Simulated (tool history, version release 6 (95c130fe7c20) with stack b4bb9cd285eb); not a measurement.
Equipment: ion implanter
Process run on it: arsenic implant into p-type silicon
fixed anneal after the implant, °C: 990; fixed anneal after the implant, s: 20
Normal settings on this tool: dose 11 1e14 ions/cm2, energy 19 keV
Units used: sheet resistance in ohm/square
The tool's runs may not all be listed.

| run | day | dose | energy | wafers since the last listed run | hours since the last dose calibration | hours since the extraction supply was calibrated | hours since the gauge calibration | read-back reference wafer on the same gauge, sheet resistance | sheet resistance |
|---|---|---|---|---|---|---|---|---|---|
| 1 | 0 | 12.44 | 19 | 0 | 925.4 | 3914.7 | 146.1 | 136 | 135.71 |
| 2 | 0.738 | 12.44 | 19 | 303 | 943.1 | 3932.4 | 163.8 | 135.96 | 136.13 |
| 3 | 1.296 | 9.92 | 21.5 | 229 | 956.5 | 3945.8 | 177.2 | 136 | 142.3 |
| 4 | 1.567 | 9.92 | 21.5 | 111 | 963 | 3952.3 | 183.7 | 136.01 | 142.26 |
| 5 | 2.033 | 9.37 | 19 | 192 | 974.2 | 3963.5 | 194.9 | 135.98 | 151.71 |
| 6 | 2.775 | 9.37 | 19 | 305 | 992 | 3981.3 | 212.7 | 136 | 151.62 |
| 7 | 3.454 | 9.37 | 19 | 279 | 1008.3 | 3997.6 | 229 | 135.99 | 151.46 |
|  | 4.483 | Faraday cup replaced and dose calibrated |
| 8 | 4.504 | 11 | 17 | 295 | 0.5 | 4022.8 | 254.2 | 135.99 | 149.48 |
| 9 | 4.754 | 11 | 17 | 102 | 6.5 | 4028.8 | 260.2 | 135.99 | 149.66 |
| 10 | 6.475 | 11 | 17 | 708 | 47.8 | 4070.1 | 301.5 | 135.96 | 149.98 |
|  | 6.85 | gauge calibrated |
| 11 | 7.133 | 11 | 19 | 271 | 63.6 | 4085.9 | 6.8 | 135.98 | 144.42 |
| 12 | 7.825 | 9.65 | 13.5 | 284 | 80.2 | 4102.5 | 23.4 | 136.02 | 167.24 |
| 13 | 9.904 | 11 | 19 | 856 | 130.1 | 4152.4 | 73.3 | 136.04 | 144.57 |
|  | 10.4 | extraction supply calibrated |
| 14 | 10.421 | 8.18 | 19 | 75 | 142.5 | 0.5 | 85.7 | 135.98 | 166.93 |
| 15 | 10.604 | 11 | 23.5 | 75 | 146.9 | 4.9 | 90.1 | 135.99 | 135.19 |
| 16 | 11.033 | 13.99 | 25.5 | 176 | 157.2 | 15.2 | 100.4 | 136.01 | 119.18 |
| 17 | 11.633 | 11 | 21 | 247 | 171.6 | 29.6 | 114.8 | 135.99 | 139.83 |
| 18 | 12.004 | 8.5 | 13.5 | 152 | 180.5 | 38.5 | 123.7 | 135.99 | 176.59 |
| 19 | 12.558 | 11 | 22 | 228 | 193.8 | 51.8 | 137 | 135.99 | 137.7 |
| 20 | 12.879 | 8.65 | 19 | 132 | 201.5 | 59.5 | 144.7 | 135.98 | 161.79 |
| 21 | 13.625 | 11 | 13.5 | 307 | 219.4 | 77.4 | 162.6 | 135.99 | 159.2 |

Predict each of these 4 candidate next runs independently; none follows another, all start after run 21:
| A | 13.642 | 11 | 19 | 6 | 219.8 | 77.8 | 163 | ? | ? |
| B | 13.642 | 12.28 | 19 | 6 | 219.8 | 77.8 | 163 | ? | ? |
| C | 13.642 | 13.99 | 23.5 | 6 | 219.8 | 77.8 | 163 | ? | ? |
| D | 13.642 | 11 | 24.5 | 6 | 219.8 | 77.8 | 163 | ? | ? |

| run | read-back reference wafer on the same gauge, sheet resistance | sheet resistance |
|---|---|---|
| A | 136.02 | 144.37 |
| B | 136.02 | 138.49 |
| C | 136.02 | 122.86 |
| D | 136.02 | 132.91 |
With the hidden condition removed and each run's random variation left untouched, the same runs would have given:
| run | sheet resistance |
|---|---|
| A | 144.3 |
| B | 138.44 |
| C | 122.82 |
| D | 132.84 |
